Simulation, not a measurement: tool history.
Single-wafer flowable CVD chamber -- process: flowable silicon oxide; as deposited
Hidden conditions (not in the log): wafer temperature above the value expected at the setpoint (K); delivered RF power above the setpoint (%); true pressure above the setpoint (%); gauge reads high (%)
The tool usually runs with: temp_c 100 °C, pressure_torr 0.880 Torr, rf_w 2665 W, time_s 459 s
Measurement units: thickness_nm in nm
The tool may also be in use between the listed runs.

run   hour  temp_c  pressure_torr  rf_w  time_s  wafers since the last listed run  hours since the last thermocouple change  hours since the last RF generator calibration  hours since the last manometer calibration  hours since the showerhead was replaced  hours since the gauge calibration  read-back reference wafer on the same gauge, thickness_nm  thickness_nm
  1    0.0     100          0.880  2665     459                                 0                                    1524.2                                         1238.0                                      2089.4                                   6156.7                              459.2                                                    398.883       338.479
  2   21.2     100          0.880  2665     459                               108                                    1545.4                                         1259.2                                      2110.6                                   6177.9                              480.4                                                    399.144       338.068
  3   37.1     100          0.880  2665     459                                81                                    1561.3                                         1275.1                                      2126.5                                   6193.8                              496.3                                                    398.894       338.709
  4   65.7     100          0.880  2665     459                               146                                    1589.9                                         1303.7                                      2155.1                                   6222.4                              524.9                                                    398.831       337.430
  5  164.8     100          0.880  2665     459                               507                                    1689.0                                         1402.8                                      2254.2                                   6321.5                              624.0                                                    398.866       336.169
  6  188.2     100          0.880  2665     506                               119                                    1712.4                                         1426.2                                      2277.6                                   6344.9                              647.4                                                    398.944       372.290
  7  216.1     100          0.880  2665     506                               142                                    1740.3                                         1454.1                                      2305.5                                   6372.8                              675.3                                                    398.614       371.899
     228.9  -- RF generator calibrated
  8  244.4     100          0.880  2665     506                               104                                    1768.6                                           15.5                                      2333.8                                   6401.1                              703.6                                                    398.573       371.573
     255.0  -- gauge calibrated
  9  268.6     100          0.880  2665     459                               124                                    1792.8                                           39.7                                      2358.0                                   6425.3                               13.6                                                    399.257       335.671
 10  298.5     100          0.880  2665     459                               153                                    1822.7                                           69.6                                      2387.9                                   6455.2                               43.5                                                    398.972       336.231
 11  328.2     100          0.880  2665     459                               152                                    1852.4                                           99.3                                      2417.6                                   6484.9                               73.2                                                    399.005       335.009
 12  346.7     100          0.880  2280     483                                94                                    1870.9                                          117.8                                      2436.1                                   6503.4                               91.7                                                    399.303       335.685
 13  364.9     100          0.704  2665     411                                93                                    1889.1                                          136.0                                      2454.3                                   6521.6                              109.9                                                    398.746       238.717
     398.5  -- capacitance manometer re-zeroed and calibrated
     402.4  -- thermocouple changed; heater temperature recalibrated
 14  402.9     100          0.880  2400     459                               133                                       0.5                                          174.0                                         4.4                                   6559.6                              147.9                                                    399.116       335.931
     428.2  -- showerhead replaced
 15  428.7      96          0.696  2280     524                                91                                      26.3                                          199.8                                        30.2                                      0.5                              173.7                                                    399.089       342.564
 16  444.7      95          0.880  2825     377                                81                                      42.3                                          215.8                                        46.2                                     16.5                              189.7                                                    399.362       341.577
 17  461.7     100          0.880  2665     459                                87                                      59.3                                          232.8                                        63.2                                     33.5                              206.7                                                    399.170       346.678
 18  534.0     100          0.801  2665     459                               370                                     131.6                                          305.1                                       135.5                                    105.8                              279.0                                                    399.281       313.298
 19  561.7     100          0.880  3195     459                               141                                     159.3                                          332.8                                       163.2                                    133.5                              306.7                                                    399.302       351.613

Run 20, settings as shown, results not yet in. Your forecast:
 20  597.0     108          0.880  2135     545                               180                                     194.6                                          368.1                                       198.5                                    168.8                              342.0                                                          ?             ?

Logged for run 20: read-back reference wafer on the same gauge, thickness_nm 398.897, thickness_nm 283.454 nm.
The same run, on a tool lacking any hidden state, would have yielded thickness_nm 283.981 nm.
